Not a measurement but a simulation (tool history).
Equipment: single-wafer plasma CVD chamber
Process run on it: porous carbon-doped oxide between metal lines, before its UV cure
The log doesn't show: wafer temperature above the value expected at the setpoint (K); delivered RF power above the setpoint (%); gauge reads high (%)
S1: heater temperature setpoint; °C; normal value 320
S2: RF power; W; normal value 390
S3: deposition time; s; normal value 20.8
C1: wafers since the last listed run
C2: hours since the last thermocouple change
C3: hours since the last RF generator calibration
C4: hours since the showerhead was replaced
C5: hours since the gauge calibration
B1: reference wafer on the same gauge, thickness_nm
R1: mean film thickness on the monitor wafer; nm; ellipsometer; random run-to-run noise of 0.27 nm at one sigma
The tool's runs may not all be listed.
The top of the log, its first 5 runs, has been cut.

{"run": 6, "hour": 182.0, "S1": 320, "S2": 390, "S3": 20.8, "C1": 510, "C2": 865.2, "C3": 1524.8, "C4": 6500.3, "C5": 1056.3, "B1": 78.472, "R1": 78.839}
{"run": 7, "hour": 233.5, "S1": 320, "S2": 390, "S3": 20.8, "C1": 761, "C2": 916.7, "C3": 1576.3, "C4": 6551.8, "C5": 1107.8, "B1": 78.418, "R1": 79.027}
{"hour": 245.0, "done": "RF generator calibrated"}
{"run": 8, "hour": 295.7, "S1": 320, "S2": 390, "S3": 20.8, "C1": 801, "C2": 978.9, "C3": 50.7, "C4": 6614, "C5": 1170, "B1": 78.416, "R1": 81.449}
{"run": 9, "hour": 363.4, "S1": 320, "S2": 390, "S3": 20.8, "C1": 1001, "C2": 1046.6, "C3": 118.4, "C4": 6681.7, "C5": 1237.7, "B1": 78.525, "R1": 80.746}
{"run": 10, "hour": 399.3, "S1": 320, "S2": 390, "S3": 20.8, "C1": 531, "C2": 1082.5, "C3": 154.3, "C4": 6717.6, "C5": 1273.6, "B1": 78.529, "R1": 81.415}
{"run": 11, "hour": 447.9, "S1": 320, "S2": 390, "S3": 20.8, "C1": 719, "C2": 1131.1, "C3": 202.9, "C4": 6766.2, "C5": 1322.2, "B1": 78.586, "R1": 80.978}
{"run": 12, "hour": 485.2, "S1": 320, "S2": 390, "S3": 20.8, "C1": 551, "C2": 1168.4, "C3": 240.2, "C4": 6803.5, "C5": 1359.5, "B1": 78.543, "R1": 80.207}
{"run": 13, "hour": 516.6, "S1": 312, "S2": 390, "S3": 22.5, "C1": 464, "C2": 1199.8, "C3": 271.6, "C4": 6834.9, "C5": 1390.9, "B1": 78.51, "R1": 90.849}
{"run": 14, "hour": 549.0, "S1": 328, "S2": 390, "S3": 17.1, "C1": 479, "C2": 1232.2, "C3": 304, "C4": 6867.3, "C5": 1423.3, "B1": 78.46, "R1": 64.473}
{"run": 15, "hour": 573.3, "S1": 320, "S2": 390, "S3": 20.8, "C1": 359, "C2": 1256.5, "C3": 328.3, "C4": 6891.6, "C5": 1447.6, "B1": 78.546, "R1": 80.644}
{"hour": 586.6, "done": "showerhead replaced"}
{"run": 16, "hour": 644.9, "S1": 320, "S2": 355, "S3": 20.8, "C1": 941, "C2": 1328.1, "C3": 399.9, "C4": 58.3, "C5": 1519.2, "B1": 78.532, "R1": 73.042}
{"hour": 685.1, "done": "gauge calibrated"}
{"run": 17, "hour": 706.1, "S1": 310, "S2": 390, "S3": 18.4, "C1": 905, "C2": 1389.3, "C3": 461.1, "C4": 119.5, "C5": 21, "B1": 78.452, "R1": 74.886}

Run 18 has not been measured yet. What should we expect?
{"run": 18, "hour": 777.1, "S1": 330, "S2": 390, "S3": 20.8, "C1": 1050, "C2": 1460.3, "C3": 532.1, "C4": 190.5, "C5": 92, "B1": "?", "R1": "?"}

Run 18 yielded B1 78.513, R1 77.22 nm.
If the tool had no hidden condition, the same run with the same run-to-run variation would have returned R1 78.351 nm.

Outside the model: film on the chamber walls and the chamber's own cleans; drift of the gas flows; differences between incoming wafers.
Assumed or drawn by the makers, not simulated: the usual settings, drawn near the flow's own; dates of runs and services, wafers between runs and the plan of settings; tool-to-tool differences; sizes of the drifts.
